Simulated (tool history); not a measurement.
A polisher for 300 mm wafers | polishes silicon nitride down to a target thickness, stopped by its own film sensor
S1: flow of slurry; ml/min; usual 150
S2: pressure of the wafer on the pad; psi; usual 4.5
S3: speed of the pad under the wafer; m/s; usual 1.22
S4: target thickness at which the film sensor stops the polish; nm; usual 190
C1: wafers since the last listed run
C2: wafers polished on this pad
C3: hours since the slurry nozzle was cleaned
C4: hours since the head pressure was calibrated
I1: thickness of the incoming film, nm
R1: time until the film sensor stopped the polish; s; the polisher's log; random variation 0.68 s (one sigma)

run,day,S1,S2,S3,S4,C1,C2,C3,C4,I1,R1
1,0.000,150,4.5,1.22,190,0,787,56.6,36.9,419.8,79.8
2,1.696,150,4.5,1.22,190,446,1234,97.3,77.6,420.7,82.5
# day 2.529: worn pad replaced by a new one
3,3.546,150,4.5,1.22,190,443,267,141.7,122.0,422.4,83.3
# day 6.329: slurry nozzle cleaned
4,6.412,150,4.5,1.22,190,744,1011,2.0,190.8,416.9,75.9
5,7.646,150,4.5,1.22,190,324,1336,31.6,220.4,417.1,77.4
# day 8.304: worn pad replaced by a new one
6,10.488,150,4.5,1.22,190,704,575,99.8,288.6,420.4,79.6
# day 13.538: worn pad replaced by a new one
7,13.558,150,4.5,1.40,190,764,5,173.5,362.3,413.4,69.5
8,14.946,150,5.5,1.22,190,365,370,206.8,395.6,423.3,66.3
9,16.504,150,4.5,1.22,221,410,781,244.2,433.0,426.1,70.6
# day 16.700: slurry nozzle cleaned
# day 19.383: worn pad replaced by a new one
10,19.404,150,4.5,1.22,190,708,5,64.9,502.6,423.0,76.9
# day 21.162: head pressure recalibrated
11,22.100,150,4.5,1.62,190,688,693,129.6,22.5,421.3,67.7
# day 24.717: worn pad replaced by a new one
12,24.950,150,4.5,1.22,190,706,61,198.0,90.9,422.4,87.3
# day 25.654: slurry nozzle cleaned
13,26.642,150,4.0,1.22,211,434,495,23.7,131.5,420.1,82.3
14,28.825,150,4.5,1.34,163,575,1070,76.1,183.9,421.4,85.0
15,30.454,150,4.5,1.62,190,429,1499,115.2,223.0,420.7,66.8

How the hidden state differs across the entries between the runs, from the last listed run before each to the first after it:
Between runs 2 and 3: worn pad replaced by a new one (day 2.529)
  slurry flow missing at the pad, %: 25.4 -> 29.5; deviation of the head's pressure from its setpoint, %: 0.487 -> 0.689
  measured less the result without the state, R1: +4.4 -> +5.3 s
Between runs 3 and 4: slurry nozzle cleaned (day 6.329)
  slurry flow missing at the pad, %: 29.5 -> 0.92; deviation of the head's pressure from its setpoint, %: 0.689 -> 1.18
  measured less the result without the state, R1: +5.3 -> -0.8 s
Between runs 5 and 6: worn pad replaced by a new one (day 8.304)
  slurry flow missing at the pad, %: 10.9 -> 23.5; deviation of the head's pressure from its setpoint, %: 1.46 -> 2.25
  measured less the result without the state, R1: +0.6 -> +2.4 s
Between runs 6 and 7: worn pad replaced by a new one (day 13.538)
  slurry flow missing at the pad, %: 23.5 -> 29.1; deviation of the head's pressure from its setpoint, %: 2.25 -> 3.35
  measured less the result without the state, R1: +2.4 -> +2.6 s
Between runs 9 and 10: slurry nozzle cleaned (day 16.700); worn pad replaced by a new one (day 19.383)
  slurry flow missing at the pad, %: 31.2 -> 19.8; deviation of the head's pressure from its setpoint, %: 4.63 -> 6.12
  measured less the result without the state, R1: +2.3 -> -1.3 s
Between runs 10 and 11: head pressure recalibrated (day 21.162)
  slurry flow missing at the pad, %: 19.8 -> 27.8; deviation of the head's pressure from its setpoint, %: 6.12 -> -1.52
  measured less the result without the state, R1: -1.3 -> +5.3 s
Between runs 11 and 12: worn pad replaced by a new one (day 24.717)
  slurry flow missing at the pad, %: 27.8 -> 31.4; deviation of the head's pressure from its setpoint, %: -1.52 -> -1.34
  measured less the result without the state, R1: +5.3 -> +7.7 s
Between runs 12 and 13: slurry nozzle cleaned (day 25.654)
  slurry flow missing at the pad, %: 31.4 -> 12.4; deviation of the head's pressure from its setpoint, %: -1.34 -> -1.14
  measured less the result without the state, R1: +7.7 -> +2.9 s
